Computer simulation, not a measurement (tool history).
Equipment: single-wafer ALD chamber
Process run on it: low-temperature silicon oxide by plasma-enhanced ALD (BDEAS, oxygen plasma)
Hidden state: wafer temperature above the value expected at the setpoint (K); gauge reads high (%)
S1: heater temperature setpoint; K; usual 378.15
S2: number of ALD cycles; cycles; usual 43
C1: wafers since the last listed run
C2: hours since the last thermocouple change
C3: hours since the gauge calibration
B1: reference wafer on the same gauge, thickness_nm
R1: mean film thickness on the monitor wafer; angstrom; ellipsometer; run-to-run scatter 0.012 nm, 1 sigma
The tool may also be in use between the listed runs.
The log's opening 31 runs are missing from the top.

run 32 hour=478.3 | S1=387.15 S2=51 | C1=80 C2=200.2 C3=261.5 | B1=5.551 | R1=68.15
run 33 hour=495.9 | S1=384.15 S2=46 | C1=151 C2=217.8 C3=279.1 | B1=5.549 | R1=61.75
run 34 hour=510.0 | S1=383.15 S2=48 | C1=121 C2=231.9 C3=293.2 | B1=5.551 | R1=64.55
run 35 hour=520.4 | S1=364.15 S2=43 | C1=89 C2=242.3 C3=303.6 | B1=5.546 | R1=61.11
run 36 hour=532.7 | S1=369.15 S2=49 | C1=106 C2=254.6 C3=315.9 | B1=5.550 | R1=68.41
run 37 hour=550.1 | S1=388.15 S2=36 | C1=150 C2=272.0 C3=333.3 | B1=5.550 | R1=48.10
run 38 hour=566.7 | S1=388.15 S2=48 | C1=143 C2=288.6 C3=349.9 | B1=5.547 | R1=64.07
run 39 hour=573.2 | S1=378.15 S2=43 | C1=56 C2=295.1 C3=356.4 | B1=5.551 | R1=58.36
run 40 hour=585.1 | S1=384.15 S2=51 | C1=102 C2=307.0 C3=368.3 | B1=5.549 | R1=68.43
run 41 hour=596.7 | S1=378.15 S2=43 | C1=100 C2=318.6 C3=379.9 | B1=5.551 | R1=58.77
run 42 hour=604.8 | S1=392.15 S2=48 | C1=69 C2=326.7 C3=388.0 | B1=5.550 | R1=63.43
run 43 hour=649.3 | S1=378.15 S2=43 | C1=384 C2=371.2 C3=432.5 | B1=5.553 | R1=58.58
run 44 hour=656.2 | S1=391.15 S2=40 | C1=59 C2=378.1 C3=439.4 | B1=5.551 | R1=53.02
run 45 hour=665.9 | S1=373.15 S2=34 | C1=83 C2=387.8 C3=449.1 | B1=5.549 | R1=46.71

Each row is a separate what-if for the run after 45, all from the same tool condition, not one after another. Results?
run A hour=666.4 | S1=378.15 S2=51 | C1=4 C2=388.3 C3=449.6 | B1=? | R1=?
run B hour=666.4 | S1=367.15 S2=43 | C1=4 C2=388.3 C3=449.6 | B1=? | R1=?
run C hour=666.4 | S1=386.15 S2=47 | C1=4 C2=388.3 C3=449.6 | B1=? | R1=?
run D hour=666.4 | S1=383.15 S2=35 | C1=4 C2=388.3 C3=449.6 | B1=? | R1=?

run=A B1=5.549 R1=69.08
run=B B1=5.549 R1=60.30
run=C B1=5.549 R1=62.63
run=D B1=5.549 R1=46.93
What these runs would have given with no unlogged condition in the tool:
run=A R1=69.08
run=B R1=60.30
run=C R1=62.63
run=D R1=46.93
